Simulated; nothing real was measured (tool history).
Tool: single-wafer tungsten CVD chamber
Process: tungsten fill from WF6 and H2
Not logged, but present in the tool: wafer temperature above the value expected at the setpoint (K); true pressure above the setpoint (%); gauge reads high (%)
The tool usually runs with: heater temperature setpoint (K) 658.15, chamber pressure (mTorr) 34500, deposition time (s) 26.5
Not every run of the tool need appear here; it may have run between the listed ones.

| run | day | heater temperature setpoint (K) | chamber pressure (mTorr) | deposition time (s) | wafers since the last listed run | hours since the last thermocouple change | hours since the last manometer calibration | hours since the showerhead was replaced | hours since the gauge calibration | read-back reference wafer on the same gauge, thickness_nm | mean film thickness on the monitor wafer (Å) |
|---|---|---|---|---|---|---|---|---|---|---|---|
| 1 | 0.000 | 658.15 | 34500 | 24.6 | 0 | 2228.1 | 1026.7 | 7974.8 | 131.0 | 67.695 | 677.75 |
| 2 | 2.688 | 658.15 | 34500 | 24.6 | 2501 | 2292.6 | 1091.2 | 8039.3 | 195.5 | 67.599 | 676.68 |
| 3 | 6.379 | 658.15 | 34500 | 26.5 | 3435 | 2381.2 | 1179.8 | 8127.9 | 284.1 | 67.729 | 730.57 |
| 4 | 9.050 | 658.15 | 34500 | 26.5 | 2485 | 2445.3 | 1243.9 | 8192.0 | 348.2 | 67.565 | 731.36 |
| 5 | 10.858 | 658.15 | 34500 | 26.5 | 1683 | 2488.7 | 1287.3 | 8235.4 | 391.6 | 67.676 | 734.34 |
| 6 | 12.642 | 658.15 | 34500 | 26.5 | 1659 | 2531.5 | 1330.1 | 8278.2 | 434.4 | 67.700 | 732.42 |
| 7 | 15.642 | 658.15 | 34500 | 26.5 | 2792 | 2603.5 | 1402.1 | 8350.2 | 506.4 | 67.804 | 741.01 |
| 8 | 18.596 | 658.15 | 34500 | 26.5 | 2749 | 2674.4 | 1473.0 | 8421.1 | 577.3 | 67.644 | 733.84 |
|  | 21.404 | showerhead replaced |
| 9 | 21.425 | 658.15 | 34500 | 26.5 | 2322 | 2742.3 | 1540.9 | 0.5 | 645.2 | 67.570 | 736.64 |
| 10 | 24.958 | 658.15 | 34500 | 26.5 | 3288 | 2827.1 | 1625.7 | 85.3 | 730.0 | 67.670 | 739.59 |
| 11 | 27.821 | 658.15 | 39800 | 26.5 | 2664 | 2895.8 | 1694.4 | 154.0 | 798.7 | 67.664 | 794.08 |
|  | 29.967 | thermocouple changed; heater temperature recalibrated |
| 12 | 31.262 | 658.15 | 40200 | 21.7 | 2892 | 31.1 | 1777.0 | 236.6 | 881.3 | 67.743 | 582.66 |
| 13 | 35.383 | 648.15 | 29500 | 28.7 | 3835 | 130.0 | 1875.9 | 335.5 | 980.2 | 67.785 | 535.45 |
|  | 36.192 | gauge calibrated |
| 14 | 38.204 | 658.15 | 26700 | 21.3 | 2625 | 197.7 | 1943.6 | 403.2 | 48.3 | 67.742 | 483.27 |
| 15 | 40.650 | 650.15 | 41500 | 30.7 | 2276 | 256.4 | 2002.3 | 461.9 | 107.0 | 67.699 | 721.47 |
| 16 | 45.729 | 648.15 | 38900 | 21.4 | 4727 | 378.3 | 2124.2 | 583.8 | 228.9 | 67.598 | 469.90 |
| 17 | 48.708 | 658.15 | 34500 | 26.5 | 2772 | 449.8 | 2195.7 | 655.3 | 300.4 | 67.678 | 694.15 |
|  | 51.800 | capacitance manometer re-zeroed and calibrated |
| 18 | 51.821 | 649.15 | 34500 | 28.3 | 2586 | 524.5 | 0.5 | 730.0 | 375.1 | 67.726 | 585.74 |
| 19 | 54.867 | 658.15 | 34500 | 31.0 | 2834 | 597.6 | 73.6 | 803.1 | 448.2 | 67.757 | 794.37 |
| 20 | 59.054 | 658.15 | 34500 | 26.5 | 3897 | 698.1 | 174.1 | 903.6 | 548.7 | 67.666 | 677.35 |
| 21 | 60.867 | 658.15 | 34500 | 26.5 | 1686 | 741.6 | 217.6 | 947.1 | 592.2 | 67.847 | 685.82 |
| 22 | 64.046 | 647.15 | 29400 | 23.0 | 2958 | 817.9 | 293.9 | 1023.4 | 668.5 | 67.605 | 431.71 |
| 23 | 68.292 | 658.15 | 34500 | 26.5 | 3951 | 919.8 | 395.8 | 1125.3 | 770.4 | 67.624 | 687.51 |

Forecast each of these 5 alternatives for the next run:
| A | 68.308 | 658.15 | 34500 | 26.5 | 15 | 920.2 | 396.2 | 1125.7 | 770.8 | ? | ? |
| B | 68.308 | 648.15 | 34500 | 26.5 | 15 | 920.2 | 396.2 | 1125.7 | 770.8 | ? | ? |
| C | 68.308 | 654.15 | 34500 | 26.5 | 15 | 920.2 | 396.2 | 1125.7 | 770.8 | ? | ? |
| D | 68.308 | 669.15 | 34500 | 24.6 | 15 | 920.2 | 396.2 | 1125.7 | 770.8 | ? | ? |
| E | 68.308 | 666.15 | 34500 | 30.3 | 15 | 920.2 | 396.2 | 1125.7 | 770.8 | ? | ? |

| run | read-back reference wafer on the same gauge, thickness_nm | mean film thickness on the monitor wafer (Å) |
|---|---|---|
| A | 67.787 | 685.82 |
| B | 67.787 | 545.98 |
| C | 67.787 | 626.79 |
| D | 67.787 | 805.26 |
| E | 67.787 | 932.61 |
Stripped of hidden state, with their random variation kept, the same runs would have yielded:
| run | mean film thickness on the monitor wafer (Å) |
|---|---|
| A | 633.29 |
| B | 502.24 |
| C | 578.15 |
| D | 747.72 |
| E | 864.46 |

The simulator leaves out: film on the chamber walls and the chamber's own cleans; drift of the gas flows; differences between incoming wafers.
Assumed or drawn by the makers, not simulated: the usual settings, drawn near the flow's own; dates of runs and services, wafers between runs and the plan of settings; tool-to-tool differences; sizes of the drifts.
